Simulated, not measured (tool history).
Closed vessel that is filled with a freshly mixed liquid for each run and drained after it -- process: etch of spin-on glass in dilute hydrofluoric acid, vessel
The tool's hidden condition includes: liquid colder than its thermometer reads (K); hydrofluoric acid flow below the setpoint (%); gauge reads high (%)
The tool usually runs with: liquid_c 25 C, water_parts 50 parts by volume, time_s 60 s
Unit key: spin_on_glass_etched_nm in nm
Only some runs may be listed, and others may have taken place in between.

run	day	liquid_c	water_parts	time_s	wafers since the last listed run	hours since the thermometer was replaced	hours since the hydrofluoric acid flow meter was replaced	hours since the gauge calibration	read-back film thickness of the spin-on glass reference wafer, read on the same gauge (nm)	spin_on_glass_etched_nm
1	0	25	50	60	0	1879.8	1.2	1837.7	90.01	74.36
2	1.762	25	50	60	5872	1922.1	43.5	1880	89.98	74.3
3	3.971	25	70	60	7358	1975.1	96.5	1933	90.03	51.91
4	8.304	25	70	60	14438	2079.1	200.5	2037	90.01	51.8
5	12.6	25	50	60	14313	2182.2	303.6	2140.1	90.02	74.61
6	15.683	25	50	60	10273	2256.2	377.6	2214.1	89.98	74.41
7	20.142	25	30	60	14855	2363.2	484.6	2321.1	90.01	127.84
8	23.667	25	30	60	11745	2447.8	569.2	2405.7	90	128.7
9	27.821	25	50	75	13841	2547.5	668.9	2505.4	90.02	92.88
10	29.621	25	50	60	5997	2590.7	712.1	2548.6	90	74.07
11	33.158	25	50	60	11786	2675.6	797	2633.5	90	74.46
# day 34.421: gauge calibrated
12	36.292	25	50	60	10440	2750.8	872.2	44.9	89.99	74.36
# day 36.871: thermometer replaced
13	38.142	25	50	60	6025	30.5	916.6	89.3	89.99	74.67
14	41.954	25	50	60	12703	122	1008.1	180.8	90	74.77
15	46.308	25	50	60	14508	226.5	1112.6	285.3	90.01	74.58
16	47.992	29	45	75	5608	266.9	1153	325.7	90	122.96
17	50.183	23.5	25	85	7302	319.5	1205.6	378.3	90.01	204.32
18	53.975	22	35	60	12633	410.5	1296.6	469.3	90.01	96.01
19	56.442	25	35	60	8218	469.7	1355.8	528.5	90	108.63
20	60.875	25	50	30	14771	576.1	1462.2	634.9	90.04	37.18
21	62.529	22	60	60	5511	615.8	1501.9	674.6	89.97	54.23
22	66.204	29.5	50	60	12245	704	1590.1	762.8	89.99	89.71
23	69.383	25	50	60	10592	780.3	1666.4	839.1	90.01	75.13
# day 69.458: hydrofluoric acid flow meter replaced
24	73.279	21	50	45	12842	873.8	91.7	932.6	90.01	47.44
25	76.588	26.5	50	45	11023	953.2	171.1	1012	90.01	59.15
26	88.308	22	50	35	39053	1234.5	452.4	1293.3	90	38.45
27	91.246	25	65	60	9787	1305	522.9	1363.8	90	56.61
28	94.05	25	50	60	9343	1372.3	590.2	1431.1	89.98	74.62
29	96.221	22.5	50	60	7233	1424.4	642.3	1483.2	90	66.83
30	99.883	25	50	90	12203	1512.3	730.2	1571.1	90.01	112.54
31	102.575	22.5	50	45	8968	1576.9	794.8	1635.7	90.03	50.41
32	115.642	25	50	60	43538	1890.5	1108.4	1949.3	90	74.55
33	117.762	25	25	60	7066	1941.4	1159.3	2000.2	89.99	153.32

Hidden condition of the tool, last listed run before each entry between runs versus first listed run after:
In the gap between runs 11 and 12: gauge calibrated (day 34.421)
  no difference in the tool's unlogged condition between these two runs
In the gap between runs 12 and 13: thermometer replaced (day 36.871)
  no difference in the tool's unlogged condition between these two runs
In the gap between runs 23 and 24: hydrofluoric acid flow meter replaced (day 69.458)
  no difference in the tool's unlogged condition between these two runs
